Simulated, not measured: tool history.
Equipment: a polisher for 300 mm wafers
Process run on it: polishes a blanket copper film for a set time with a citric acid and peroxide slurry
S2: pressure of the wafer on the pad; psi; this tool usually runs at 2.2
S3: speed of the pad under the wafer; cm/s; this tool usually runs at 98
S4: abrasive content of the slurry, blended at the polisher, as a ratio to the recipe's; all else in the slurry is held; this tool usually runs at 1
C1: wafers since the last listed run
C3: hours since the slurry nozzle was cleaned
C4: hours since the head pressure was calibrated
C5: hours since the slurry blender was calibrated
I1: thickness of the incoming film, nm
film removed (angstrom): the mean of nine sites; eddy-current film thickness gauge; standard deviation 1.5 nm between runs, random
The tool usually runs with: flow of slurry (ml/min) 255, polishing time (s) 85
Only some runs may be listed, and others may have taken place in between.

run 1 hour=0 | flow_of_slurry_(ml/min)=205 S2=2.2 S3=98 S4=1.1 polishing_time_(s)=85 | C1=0 wafers_polished_on_this_pad=1299 C3=224.8 C4=308 C5=330.1 | I1=573.6 | film_removed_(angstrom)=967
-- hour=57.1 worn pad replaced by a new one
-- hour=81.5 slurry blender recalibrated
run 2 hour=82 | flow_of_slurry_(ml/min)=205 S2=2.2 S3=98 S4=1.1 polishing_time_(s)=85 | C1=569 wafers_polished_on_this_pad=171 C3=306.8 C4=390 C5=0.5 | I1=577.6 | film_removed_(angstrom)=1056
run 3 hour=141.2 | flow_of_slurry_(ml/min)=255 S2=2.2 S3=116 S4=1 polishing_time_(s)=104 | C1=443 wafers_polished_on_this_pad=614 C3=366 C4=449.2 C5=59.7 | I1=570.1 | film_removed_(angstrom)=1466
run 4 hour=203.5 | flow_of_slurry_(ml/min)=255 S2=2.2 S3=116 S4=1 polishing_time_(s)=104 | C1=466 wafers_polished_on_this_pad=1081 C3=428.3 C4=511.5 C5=122 | I1=576.6 | film_removed_(angstrom)=1424
run 5 hour=238.5 | flow_of_slurry_(ml/min)=255 S2=2.2 S3=116 S4=1 polishing_time_(s)=104 | C1=262 wafers_polished_on_this_pad=1343 C3=463.3 C4=546.5 C5=157 | I1=574.2 | film_removed_(angstrom)=1385
-- hour=252.8 worn pad replaced by a new one
run 6 hour=282.8 | flow_of_slurry_(ml/min)=255 S2=2.2 S3=98 S4=1 polishing_time_(s)=85 | C1=301 wafers_polished_on_this_pad=224 C3=507.6 C4=590.8 C5=201.3 | I1=568.3 | film_removed_(angstrom)=1034
run 7 hour=343.7 | flow_of_slurry_(ml/min)=255 S2=2.2 S3=98 S4=1 polishing_time_(s)=85 | C1=456 wafers_polished_on_this_pad=680 C3=568.5 C4=651.7 C5=262.2 | I1=565.2 | film_removed_(angstrom)=978
-- hour=348.7 slurry nozzle cleaned
run 8 hour=395.1 | flow_of_slurry_(ml/min)=255 S2=1.6 S3=98 S4=1 polishing_time_(s)=85 | C1=377 wafers_polished_on_this_pad=1058 C3=46.4 C4=703.1 C5=313.6 | I1=577.1 | film_removed_(angstrom)=680
-- hour=409.4 slurry blender recalibrated
run 9 hour=447.9 | flow_of_slurry_(ml/min)=255 S2=2.2 S3=82 S4=1 polishing_time_(s)=85 | C1=380 wafers_polished_on_this_pad=1438 C3=99.2 C4=755.9 C5=38.5 | I1=573.3 | film_removed_(angstrom)=815
-- hour=487.5 worn pad replaced by a new one
run 10 hour=500.1 | flow_of_slurry_(ml/min)=255 S2=2.2 S3=98 S4=1 polishing_time_(s)=85 | C1=360 wafers_polished_on_this_pad=94 C3=151.4 C4=808.1 C5=90.7 | I1=568.7 | film_removed_(angstrom)=1081
run 11 hour=561.3 | flow_of_slurry_(ml/min)=255 S2=2.7 S3=82 S4=0.8 polishing_time_(s)=85 | C1=458 wafers_polished_on_this_pad=552 C3=212.6 C4=869.3 C5=151.9 | I1=569.3 | film_removed_(angstrom)=1010
run 12 hour=588.2 | flow_of_slurry_(ml/min)=255 S2=2.2 S3=114 S4=1 polishing_time_(s)=85 | C1=201 wafers_polished_on_this_pad=754 C3=239.5 C4=896.2 C5=178.8 | I1=561.1 | film_removed_(angstrom)=1163
run 13 hour=654.4 | flow_of_slurry_(ml/min)=255 S2=2.2 S3=114 S4=1 polishing_time_(s)=85 | C1=495 wafers_polished_on_this_pad=1249 C3=305.7 C4=962.4 C5=245 | I1=560.9 | film_removed_(angstrom)=1135
-- hour=661.3 head pressure recalibrated
run 14 hour=701.5 | flow_of_slurry_(ml/min)=255 S2=2.2 S3=98 S4=1 polishing_time_(s)=85 | C1=337 wafers_polished_on_this_pad=1587 C3=352.8 C4=40.2 C5=292.1 | I1=571.4 | film_removed_(angstrom)=937
-- hour=737.5 worn pad replaced by a new one
run 15 hour=750.6 | flow_of_slurry_(ml/min)=255 S2=1.9 S3=98 S4=0.9 polishing_time_(s)=85 | C1=337 wafers_polished_on_this_pad=97 C3=401.9 C4=89.3 C5=341.2 | I1=571 | film_removed_(angstrom)=893

Estimate the outcome of run 16 from the log above:
-- hour=787.5 slurry blender recalibrated
run 16 hour=938.3 | flow_of_slurry_(ml/min)=255 S2=2.2 S3=112 S4=1 polishing_time_(s)=71 | C1=1390 wafers_polished_on_this_pad=1488 C3=589.6 C4=277 C5=150.8 | I1=578.5 | film_removed_(angstrom)=?

{"run 16": {"film removed (angstrom)": 911}}
Take away the tool's hidden state, keep the run-to-run variation as it was, and the same run would have given film removed (angstrom) 1062.
